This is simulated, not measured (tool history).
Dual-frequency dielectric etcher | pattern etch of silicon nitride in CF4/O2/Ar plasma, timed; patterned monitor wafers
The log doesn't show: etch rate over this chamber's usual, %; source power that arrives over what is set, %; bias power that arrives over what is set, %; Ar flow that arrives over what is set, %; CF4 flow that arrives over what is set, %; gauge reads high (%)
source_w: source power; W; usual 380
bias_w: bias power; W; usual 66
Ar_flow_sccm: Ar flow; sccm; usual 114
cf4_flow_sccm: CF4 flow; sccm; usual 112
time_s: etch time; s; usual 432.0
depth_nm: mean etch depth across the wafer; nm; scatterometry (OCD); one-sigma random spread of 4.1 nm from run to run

run   hour  source_w  bias_w  Ar_flow_sccm  cf4_flow_sccm  time_s  wafers since the last listed run  hours since the last wet clean  hours since the last source power generator calibration  hours since the last bias power generator calibration  hours since the last Ar flow controller change  hours since the last CF4 flow controller change  hours since the last upper electrode change  hours since the gauge calibration  read-back reference wafer on the same gauge, depth_nm  depth_nm
  1    0.0       380      66           114            112   432.0                                 0                           269.0                                                   4561.3                                                 4705.6                                          4447.2                                             34.1                                       2957.0                                8.0                                                  764.5     710.4
  2   14.2       430      66           114            112   432.0                                44                           283.2                                                   4575.5                                                 4719.8                                          4461.4                                             48.3                                       2971.2                               22.2                                                  765.7     778.9
      48.4  -- upper electrode replaced
  3   48.9       430      66           114            112   432.0                                33                           317.9                                                   4610.2                                                 4754.5                                          4496.1                                             83.0                                          0.5                               56.9                                                  765.9     771.7
  4   62.2       430      66           114            112   432.0                                41                           331.2                                                   4623.5                                                 4767.8                                          4509.4                                             96.3                                         13.8                               70.2                                                  766.3     779.0
  5   96.9       380      66           114            112   432.0                               108                           365.9                                                   4658.2                                                 4802.5                                          4544.1                                            131.0                                         48.5                              104.9                                                  764.8     690.6
     124.7  -- bias power generator calibrated
  6  128.6       380      66           114            112   432.0                                86                           397.6                                                   4689.9                                                    3.9                                          4575.8                                            162.7                                         80.2                              136.6                                                  764.2     691.8
  7  156.7       380      66           114            131   432.0                                88                           425.7                                                   4718.0                                                   32.0                                          4603.9                                            190.8                                        108.3                              164.7                                                  764.6     707.8
  8  173.2       380      66            92            112   432.0                                51                           442.2                                                   4734.5                                                   48.5                                          4620.4                                            207.3                                        124.8                              181.2                                                  763.9     702.2
     221.5  -- wet clean of the chamber
  9  222.0       450      66           114            112   556.0                                77                             0.5                                                   4783.3                                                   97.3                                          4669.2                                            256.1                                        173.6                              230.0                                                  763.8    1067.9
     231.6  -- Ar flow controller replaced
 10  239.5       380      66           114            112   399.5                                36                            18.0                                                   4800.8                                                  114.8                                             7.9                                            273.6                                        191.1                              247.5                                                  766.0     665.1
     266.2  -- source power generator calibrated
 11  272.6       460      59           114            132   518.5                                91                            51.1                                                      6.4                                                  147.9                                            41.0                                            306.7                                        224.2                              280.6                                                  764.4     997.8
 12  293.3       380      66           114            112   383.5                                65                            71.8                                                     27.1                                                  168.6                                            61.7                                            327.4                                        244.9                              301.3                                                  764.9     640.6
 13  327.8       380      70           114            112   432.0                               108                           106.3                                                     61.6                                                  203.1                                            96.2                                            361.9                                        279.4                              335.8                                                  765.2     730.1
 14  369.4       440      51           139            112   386.0                               130                           147.9                                                    103.2                                                  244.7                                           137.8                                            403.5                                        321.0                              377.4                                                  765.2     657.5
 15  396.5       420      66           114            128   363.0                                85                           175.0                                                    130.3                                                  271.8                                           164.9                                            430.6                                        348.1                              404.5                                                  764.5     662.1
 16  416.2       380      66            93             97   432.0                                61                           194.7                                                    150.0                                                  291.5                                           184.6                                            450.3                                        367.8                              424.2                                                  764.9     702.4
 17  437.8       380      66           114            112   432.0                                67                           216.3                                                    171.6                                                  313.1                                           206.2                                            471.9                                        389.4                              445.8                                                  764.1     700.1
     447.7  -- gauge calibrated
 18  460.2       380      66           114            112   432.0                                70                           238.7                                                    194.0                                                  335.5                                           228.6                                            494.3                                        411.8                               12.5                                                  765.1     702.3
 19  479.9       380      66           114            112   432.0                                61                           258.4                                                    213.7                                                  355.2                                           248.3                                            514.0                                        431.5                               32.2                                                  764.3     702.3
 20  492.3       380      66           114            138   525.0                                38                           270.8                                                    226.1                                                  367.6                                           260.7                                            526.4                                        443.9                               44.6                                                  764.8     877.0

Selected run-to-run steps in depth_nm, each split into two signed amounts: the part the tool would show with no hidden state at all (from settings, incoming material and random variation), and the remainder, which goes to the hidden state together with any gauge scatter not common to the measured and the hidden-state-free results:
Run 8 -> 9: source_w 380 -> 450, Ar_flow_sccm 92 -> 114, time_s 432.0 -> 556.0, wet clean of the chamber. depth_nm +365.7 nm: hidden state +33.7, all else +332.0.
Run 9 -> 10: source_w 450 -> 380, time_s 556.0 -> 399.5, Ar flow controller replaced. depth_nm -402.8 nm: hidden state +1.3, all else -404.1.
Run 19 -> 20: cf4_flow_sccm 112 -> 138, time_s 432.0 -> 525.0. depth_nm +174.7 nm: hidden state -7.8, all else +182.5.
